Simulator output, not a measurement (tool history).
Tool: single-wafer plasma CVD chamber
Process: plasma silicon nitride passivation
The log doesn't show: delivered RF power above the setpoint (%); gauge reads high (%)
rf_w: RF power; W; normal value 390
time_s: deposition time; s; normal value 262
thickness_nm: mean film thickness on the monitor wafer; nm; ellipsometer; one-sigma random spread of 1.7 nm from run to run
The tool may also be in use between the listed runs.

run	day	rf_w	time_s	wafers since the last listed run	hours since the last RF generator calibration	hours since the showerhead was replaced	hours since the gauge calibration	read-back reference wafer on the same gauge, thickness_nm	thickness_nm
1	0	390	229	0	599.2	4509.4	530.5	337.111	351.607
2	1.104	390	229	178	625.7	4535.9	557	336.994	348.872
3	3.992	390	221	466	695	4605.2	626.3	337.346	339.078
4	5.333	390	262	216	727.2	4637.4	658.5	336.851	397.742
5	7.429	390	262	338	777.5	4687.7	708.8	337.391	401.25
6	8.862	390	262	231	811.9	4722.1	743.2	336.897	398.826
7	11.538	390	273	432	876.1	4786.3	807.4	337.027	416.944
8	13.658	390	273	342	927	4837.2	858.3	337.208	415.164
9	15.088	390	262	230	961.3	4871.5	892.6	336.958	403.583
# day 16.617: RF generator calibrated
10	17.421	390	262	323	19.3	4927.5	948.6	336.929	401.103
11	19.404	390	262	320	66.9	4975.1	996.2	336.806	399.499
12	20.425	445	262	164	91.4	4999.6	1020.7	336.998	415.302
13	21.55	445	262	181	118.4	5026.6	1047.7	337.12	417.528
# day 24.454: showerhead replaced
14	24.475	390	262	418	188.6	0.5	1117.9	336.751	403.465
15	26.046	390	262	253	226.3	38.2	1155.6	337.163	402.747
16	28.175	390	262	343	277.4	89.3	1206.7	336.911	399.654
17	29.904	430	286	279	318.9	130.8	1248.2	337.163	453.479
18	32.783	430	286	464	388	199.9	1317.3	337.017	449.794
19	39.833	390	262	1138	557.2	369.1	1486.5	336.928	400.61
20	42.533	390	262	436	622	433.9	1551.3	336.995	401.53
21	44.354	350	229	294	665.7	477.6	1595	336.987	333.971
22	46.312	355	213	316	712.7	524.6	1642	336.965	314.603
23	47.888	430	312	254	750.5	562.4	1679.8	337.091	495.498
24	49.592	420	306	275	791.4	603.3	1720.7	336.942	477.016
25	52.262	325	304	431	855.5	667.4	1784.8	337.075	433.793
26	53.521	345	297	203	885.7	697.6	1815	337.158	432.775
27	54.712	315	277	192	914.3	726.2	1843.6	336.992	392.796
28	57.367	435	262	428	978	789.9	1907.3	336.966	414.421
29	59.917	390	234	411	1039.2	851.1	1968.5	337.212	358.526
30	61.396	390	281	238	1074.7	886.6	2004	336.734	424.629
# day 62.983: gauge calibrated
31	63.712	390	262	374	1130.3	942.2	17.5	337.134	398.579
# day 65.458: RF generator calibrated
32	65.979	390	262	312	12.5	996.6	71.9	337.388	400.089
33	67.783	390	262	291	55.8	1039.9	115.2	336.995	398.993
34	69.342	390	262	251	93.2	1077.3	152.6	337.096	401.999
35	71.417	390	262	335	143	1127.1	202.4	337.137	400.391
36	74.242	440	220	456	210.8	1194.9	270.2	337.028	349.518
37	75.325	390	281	174	236.8	1220.9	296.2	337.119	431.918
38	77.608	390	262	368	291.6	1275.7	351	337.198	401.801
39	79.188	455	262	255	329.5	1313.6	388.9	336.991	424.228
40	81.038	390	242	298	373.9	1358	433.3	337.109	372.198
41	82.75	320	297	276	415	1399.1	474.4	337.328	417.142
42	83.883	315	277	183	442.2	1426.3	501.6	336.947	394.01
43	87.179	420	215	532	521.3	1505.4	580.7	337.19	336.383
44	89.942	435	276	446	587.6	1571.7	647	336.846	437.093

Below are 4 alternative next runs, each starting from the tool's condition after run 44. Predict each:
A	89.962	390	262	3	588.1	1572.2	647.5	?	?
B	89.962	335	290	3	588.1	1572.2	647.5	?	?
C	89.962	330	306	3	588.1	1572.2	647.5	?	?
D	89.962	335	218	3	588.1	1572.2	647.5	?	?

run	read-back reference wafer on the same gauge, thickness_nm	thickness_nm
A	336.959	397.813
B	336.959	416.349
C	336.959	436.845
D	336.959	312.979
What these runs would have given with no unlogged condition in the tool:
run	thickness_nm
A	397.813
B	416.349
C	436.845
D	312.979
